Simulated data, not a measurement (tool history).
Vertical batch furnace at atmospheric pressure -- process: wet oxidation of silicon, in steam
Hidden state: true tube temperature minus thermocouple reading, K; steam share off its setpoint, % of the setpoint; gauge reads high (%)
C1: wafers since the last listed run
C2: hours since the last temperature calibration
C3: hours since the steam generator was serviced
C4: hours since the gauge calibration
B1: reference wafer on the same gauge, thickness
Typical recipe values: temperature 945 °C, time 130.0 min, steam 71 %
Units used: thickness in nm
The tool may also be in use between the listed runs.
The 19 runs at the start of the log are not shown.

Run 20, hour 976.2: usual settings but steam 75 %; C1 718; C2 3123.2; C3 109.8; C4 1926.3; B1 370.05. Result: thickness 472.55 nm.
Run 21, hour 1029.7: usual settings but temperature 967 °C, time 182.5 min, steam 67 %; C1 661; C2 3176.7; C3 163.3; C4 1979.8; B1 370.05. Result: thickness 628.74 nm.
Run 22, hour 1099.8: usual settings but temperature 958 °C, time 159.0 min; C1 866; C2 3246.8; C3 233.4; C4 2049.9; B1 369.68. Result: thickness 562.74 nm.
Run 23, hour 1124.7: usual settings but temperature 967 °C, time 182.5 min, steam 67 %; C1 307; C2 3271.7; C3 258.3; C4 2074.8; B1 370.20. Result: thickness 625.65 nm.
At hour 1164.8: thermocouples replaced and temperature profile calibrated.
Run 24, hour 1182.7: usual settings but steam 68 %; C1 420; C2 17.9; C3 316.3; C4 2132.8; B1 370.05. Result: thickness 441.88 nm.
Run 25, hour 1242.8: usual settings but temperature 926 °C, time 189.0 min, steam 63 %; C1 742; C2 78.0; C3 376.4; C4 2192.9; B1 370.18. Result: thickness 471.20 nm.
At hour 1245.9: gauge calibrated.
Run 26, hour 1301.7: usual settings but temperature 959 °C, time 86.0 min, steam 74 %; C1 727; C2 136.9; C3 435.3; C4 55.8; B1 369.81. Result: thickness 388.77 nm.
Run 27, hour 1360.3: usual settings but steam 68 %; C1 724; C2 195.5; C3 493.9; C4 114.4; B1 369.84. Result: thickness 441.55 nm.
Run 28, hour 1406.7: usual settings but temperature 968 °C, time 91.5 min, steam 74 %; C1 573; C2 241.9; C3 540.3; C4 160.8; B1 369.98. Result: thickness 430.64 nm.
Run 29, hour 1457.3: usual settings; C1 625; C2 292.5; C3 590.9; C4 211.4; B1 369.74. Result: thickness 452.96 nm.
Run 30, hour 1521.1: usual settings but temperature 953 °C; C1 788; C2 356.3; C3 654.7; C4 275.2; B1 370.07. Result: thickness 479.13 nm.
Run 31, hour 1549.8: usual settings but steam 74 %; C1 354; C2 385.0; C3 683.4; C4 303.9; B1 369.88. Result: thickness 465.74 nm.
Run 32, hour 1604.7: usual settings but temperature 922 °C, time 173.5 min; C1 678; C2 439.9; C3 738.3; C4 358.8; B1 370.23. Result: thickness 468.57 nm.
Run 33, hour 1642.1: usual settings but temperature 961 °C; C1 462; C2 477.3; C3 775.7; C4 396.2; B1 370.12. Result: thickness 504.10 nm.
Run 34, hour 1681.1: usual settings but temperature 961 °C, time 152.0 min; C1 482; C2 516.3; C3 814.7; C4 435.2; B1 370.16. Result: thickness 553.76 nm.
Run 35, hour 1711.9: usual settings but temperature 937 °C, time 166.0 min, steam 78 %; C1 380; C2 547.1; C3 845.5; C4 466.0; B1 369.87. Result: thickness 534.19 nm.
Run 36, hour 1771.5: usual settings but temperature 928 °C, time 188.0 min, steam 60 %; C1 736; C2 606.7; C3 905.1; C4 525.6; B1 370.12. Result: thickness 458.85 nm.
Run 37, hour 1830.1: usual settings; C1 724; C2 665.3; C3 963.7; C4 584.2; B1 370.05. Result: thickness 450.68 nm.
Run 38, hour 1865.4: usual settings but time 92.0 min; C1 436; C2 700.6; C3 999.0; C4 619.5; B1 370.20. Result: thickness 356.29 nm.

Predict each of these 4 candidate next runs independently; none follows another, all start after run 38:
Run A, hour 1871.8: usual settings; C1 79; C2 707.0; C3 1005.4; C4 625.9; B1 ?. Result: thickness ?.
Run B, hour 1871.8: usual settings but steam 66 %; C1 79; C2 707.0; C3 1005.4; C4 625.9; B1 ?. Result: thickness ?.
Run C, hour 1871.8: usual settings but steam 59 %; C1 79; C2 707.0; C3 1005.4; C4 625.9; B1 ?. Result: thickness ?.
Run D, hour 1871.8: usual settings but temperature 956 °C, time 76.0 min, steam 67 %; C1 79; C2 707.0; C3 1005.4; C4 625.9; B1 ?. Result: thickness ?.

run      B1  thickness
  A  369.86     450.76
  B  369.86     429.15
  C  369.86     397.66
  D  369.86     325.42
What these runs would have given with no unlogged condition in the tool:
run  thickness
  A     456.60
  B     434.76
  C     402.92
  D     329.81
